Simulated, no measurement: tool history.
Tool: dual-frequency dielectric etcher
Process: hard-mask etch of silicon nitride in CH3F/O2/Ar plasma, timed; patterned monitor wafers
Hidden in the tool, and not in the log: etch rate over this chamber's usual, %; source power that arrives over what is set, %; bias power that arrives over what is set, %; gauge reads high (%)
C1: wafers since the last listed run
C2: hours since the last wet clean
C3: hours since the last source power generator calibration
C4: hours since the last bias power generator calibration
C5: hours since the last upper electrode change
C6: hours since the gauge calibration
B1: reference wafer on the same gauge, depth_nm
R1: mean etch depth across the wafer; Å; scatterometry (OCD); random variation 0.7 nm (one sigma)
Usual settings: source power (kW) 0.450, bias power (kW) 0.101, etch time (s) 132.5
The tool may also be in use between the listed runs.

run 1 hour=0.0 | source_power_(kW)=0.450 bias_power_(kW)=0.101 etch_time_(s)=132.5 | C1=0 C2=24.1 C3=2631.2 C4=2974.1 C5=5190.6 C6=613.1 | B1=118.0 | R1=1002
run 2 hour=36.1 | source_power_(kW)=0.450 bias_power_(kW)=0.101 etch_time_(s)=132.5 | C1=395 C2=60.2 C3=2667.3 C4=3010.2 C5=5226.7 C6=649.2 | B1=118.0 | R1=1004
run 3 hour=87.1 | source_power_(kW)=0.450 bias_power_(kW)=0.101 etch_time_(s)=132.5 | C1=558 C2=111.2 C3=2718.3 C4=3061.2 C5=5277.7 C6=700.2 | B1=117.9 | R1=1023
run 4 hour=294.5 | source_power_(kW)=0.400 bias_power_(kW)=0.101 etch_time_(s)=132.5 | C1=2271 C2=318.6 C3=2925.7 C4=3268.6 C5=5485.1 C6=907.6 | B1=117.9 | R1=965
run 5 hour=349.0 | source_power_(kW)=0.450 bias_power_(kW)=0.101 etch_time_(s)=146.0 | C1=596 C2=373.1 C3=2980.2 C4=3323.1 C5=5539.6 C6=962.1 | B1=118.2 | R1=1102
run 6 hour=396.1 | source_power_(kW)=0.450 bias_power_(kW)=0.101 etch_time_(s)=146.0 | C1=515 C2=420.2 C3=3027.3 C4=3370.2 C5=5586.7 C6=1009.2 | B1=118.0 | R1=1132
-- hour=416.7 gauge calibrated
-- hour=456.4 wet clean of the chamber
-- hour=476.3 upper electrode replaced
run 7 hour=476.8 | source_power_(kW)=0.450 bias_power_(kW)=0.101 etch_time_(s)=132.5 | C1=403 C2=20.4 C3=3108.0 C4=3450.9 C5=0.5 C6=60.1 | B1=118.0 | R1=997
run 8 hour=519.2 | source_power_(kW)=0.390 bias_power_(kW)=0.101 etch_time_(s)=164.0 | C1=464 C2=62.8 C3=3150.4 C4=3493.3 C5=42.9 C6=102.5 | B1=117.9 | R1=1175
run 9 hour=590.5 | source_power_(kW)=0.450 bias_power_(kW)=0.101 etch_time_(s)=132.5 | C1=780 C2=134.1 C3=3221.7 C4=3564.6 C5=114.2 C6=173.8 | B1=118.0 | R1=1019
run 10 hour=640.5 | source_power_(kW)=0.450 bias_power_(kW)=0.101 etch_time_(s)=132.5 | C1=547 C2=184.1 C3=3271.7 C4=3614.6 C5=164.2 C6=223.8 | B1=118.0 | R1=1008
-- hour=676.0 source power generator calibrated
run 11 hour=712.4 | source_power_(kW)=0.450 bias_power_(kW)=0.101 etch_time_(s)=132.5 | C1=743 C2=256.0 C3=36.4 C4=3686.5 C5=236.1 C6=295.7 | B1=117.8 | R1=1007
run 12 hour=778.6 | source_power_(kW)=0.360 bias_power_(kW)=0.111 etch_time_(s)=132.5 | C1=724 C2=322.2 C3=102.6 C4=3752.7 C5=302.3 C6=361.9 | B1=118.1 | R1=941
run 13 hour=843.5 | source_power_(kW)=0.450 bias_power_(kW)=0.101 etch_time_(s)=132.5 | C1=710 C2=387.1 C3=167.5 C4=3817.6 C5=367.2 C6=426.8 | B1=118.0 | R1=1018
-- hour=862.9 bias power generator calibrated
-- hour=892.7 wet clean of the chamber
run 14 hour=893.2 | source_power_(kW)=0.450 bias_power_(kW)=0.118 etch_time_(s)=162.0 | C1=237 C2=0.5 C3=217.2 C4=30.3 C5=416.9 C6=476.5 | B1=118.0 | R1=1284
run 15 hour=947.4 | source_power_(kW)=0.450 bias_power_(kW)=0.101 etch_time_(s)=132.5 | C1=593 C2=54.7 C3=271.4 C4=84.5 C5=471.1 C6=530.7 | B1=117.9 | R1=1007
run 16 hour=1007.3 | source_power_(kW)=0.450 bias_power_(kW)=0.101 etch_time_(s)=154.5 | C1=655 C2=114.6 C3=331.3 C4=144.4 C5=531.0 C6=590.6 | B1=118.1 | R1=1181
run 17 hour=1077.6 | source_power_(kW)=0.390 bias_power_(kW)=0.113 etch_time_(s)=146.0 | C1=769 C2=184.9 C3=401.6 C4=214.7 C5=601.3 C6=660.9 | B1=117.8 | R1=1082
run 18 hour=1128.8 | source_power_(kW)=0.510 bias_power_(kW)=0.101 etch_time_(s)=148.5 | C1=560 C2=236.1 C3=452.8 C4=265.9 C5=652.5 C6=712.1 | B1=117.9 | R1=1204
run 19 hour=1169.3 | source_power_(kW)=0.450 bias_power_(kW)=0.101 etch_time_(s)=132.5 | C1=443 C2=276.6 C3=493.3 C4=306.4 C5=693.0 C6=752.6 | B1=118.1 | R1=1008
run 20 hour=1195.0 | source_power_(kW)=0.480 bias_power_(kW)=0.101 etch_time_(s)=107.5 | C1=281 C2=302.3 C3=519.0 C4=332.1 C5=718.7 C6=778.3 | B1=118.3 | R1=849

5 ways to go on from here, each from the tool as it stands after run 20. What would each give?
run A hour=1195.5 | source_power_(kW)=0.450 bias_power_(kW)=0.101 etch_time_(s)=115.5 | C1=5 C2=302.8 C3=519.5 C4=332.6 C5=719.2 C6=778.8 | B1=? | R1=?
run B hour=1195.5 | source_power_(kW)=0.490 bias_power_(kW)=0.101 etch_time_(s)=111.0 | C1=5 C2=302.8 C3=519.5 C4=332.6 C5=719.2 C6=778.8 | B1=? | R1=?
run C hour=1195.5 | source_power_(kW)=0.450 bias_power_(kW)=0.101 etch_time_(s)=155.0 | C1=5 C2=302.8 C3=519.5 C4=332.6 C5=719.2 C6=778.8 | B1=? | R1=?
run D hour=1195.5 | source_power_(kW)=0.550 bias_power_(kW)=0.091 etch_time_(s)=132.5 | C1=5 C2=302.8 C3=519.5 C4=332.6 C5=719.2 C6=778.8 | B1=? | R1=?
run E hour=1195.5 | source_power_(kW)=0.450 bias_power_(kW)=0.118 etch_time_(s)=121.0 | C1=5 C2=302.8 C3=519.5 C4=332.6 C5=719.2 C6=778.8 | B1=? | R1=?

run=A B1=118.1 R1=873
run=B B1=118.1 R1=873
run=C B1=118.1 R1=1171
run=D B1=118.1 R1=1065
run=E B1=118.1 R1=960
Without the tool's hidden state the same runs would have given:
run=A R1=873
run=B R1=873
run=C R1=1171
run=D R1=1065
run=E R1=960
